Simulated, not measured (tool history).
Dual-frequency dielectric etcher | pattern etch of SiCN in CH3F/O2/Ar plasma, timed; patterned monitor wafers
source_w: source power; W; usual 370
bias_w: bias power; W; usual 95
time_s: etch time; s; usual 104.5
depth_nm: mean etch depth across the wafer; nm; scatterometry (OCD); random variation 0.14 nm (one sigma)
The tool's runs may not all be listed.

run     day  source_w  bias_w  time_s  read-back reference wafer on the same gauge, depth_nm  depth_nm
  1       0       370      95   104.5                                                  42.15     40.46
      1.038  -- wet clean of the chamber
  2   1.058       310      95   104.5                                                  42.11     38.02
  3   1.071       310      95   104.5                                                  42.11     37.86
  4     1.3       370      95   104.5                                                  42.04     39.52
  5   1.596       370      95   104.5                                                   42.1     39.59
  6     2.2       370      82   104.5                                                  42.04     36.79
  7   2.704       370      95   104.5                                                   42.2     39.44
  8   3.296       370      95   104.5                                                  42.17     39.41
  9   3.767       370      95   104.5                                                  42.05     39.47
 10   4.192       370      95   104.5                                                  42.12      39.4
 11     4.5       370      95   104.5                                                  42.07     39.23
      4.954  -- source power generator calibrated
      5.071  -- bias power generator calibrated
      5.254  -- gauge calibrated
      5.654  -- upper electrode replaced
      5.921  -- wet clean of the chamber, repeated, since the last time left the tool worse
 12   5.942       370      95    82.5                                                  42.09     33.27
 13   5.958       300      95   104.5                                                  42.06     40.28
 14   6.271       420      81   121.5                                                  42.13     47.18
 15   6.812       370      95   104.5                                                  42.08     42.08
 16   7.129       370      95   104.5                                                  42.15     42.01
 17     7.6       370     102   104.5                                                  42.07     43.55
 18   8.021       310      84      86                                                  42.13     31.32
 19   8.317       400      95   135.5                                                  42.06     55.62
 20   8.638       370      95   104.5                                                  42.08     42.06
 21   9.354       370     102     113                                                  42.14     46.98
 22   9.904       370      95     132                                                  42.12     53.08
 23  10.625       370      95   104.5                                                  42.05     42.13
 24  11.208       370      95   104.5                                                  42.18     42.03
 25  11.571       370     110   104.5                                                  42.09     44.81
 26  11.979       370      95   104.5                                                  42.14     41.78
 27  12.588       370      95   104.5                                                  42.11      41.8
 28  12.979       460      95   104.5                                                   42.1        44
 29  13.388       420      95   104.5                                                  42.16     43.09
 30  13.971       440      95   134.5                                                  42.11     56.19

Hidden state or all else? Some run-to-run changes of depth_nm, split into what the settings, what came in and random variation would give without the hidden state, and what is left for the hidden state (with any gauge scatter that isn't in both results):
The hidden state here: etch rate over this chamber's usual, %; source power that arrives over what is set, %; bias power that arrives over what is set, %; gauge reads high (%).
Run 1 -> 2: source_w 370 -> 310, wet clean of the chamber. depth_nm -2.44 nm: hidden state -1.14, all else -1.3.
Run 6 -> 7: bias_w 82 -> 95. depth_nm +2.65 nm: hidden state -0.21, all else +2.86.
Run 11 -> 12: time_s 104.5 -> 82.5, source power generator calibrated, bias power generator calibrated, gauge calibrated, upper electrode replaced, wet clean of the chamber, repeated, since the last time left the tool worse. depth_nm -5.96 nm: hidden state +2.92, all else -8.88.
Run 18 -> 19: source_w 310 -> 400, bias_w 84 -> 95, time_s 86 -> 135.5. depth_nm +24.3 nm: hidden state -0.03, all else +24.33.
Run 19 -> 20: source_w 400 -> 370, time_s 135.5 -> 104.5. depth_nm -13.56 nm: hidden state -0.02, all else -13.54.
Run 29 -> 30: source_w 420 -> 440, time_s 104.5 -> 134.5. depth_nm +13.1 nm: hidden state -0.16, all else +13.26.

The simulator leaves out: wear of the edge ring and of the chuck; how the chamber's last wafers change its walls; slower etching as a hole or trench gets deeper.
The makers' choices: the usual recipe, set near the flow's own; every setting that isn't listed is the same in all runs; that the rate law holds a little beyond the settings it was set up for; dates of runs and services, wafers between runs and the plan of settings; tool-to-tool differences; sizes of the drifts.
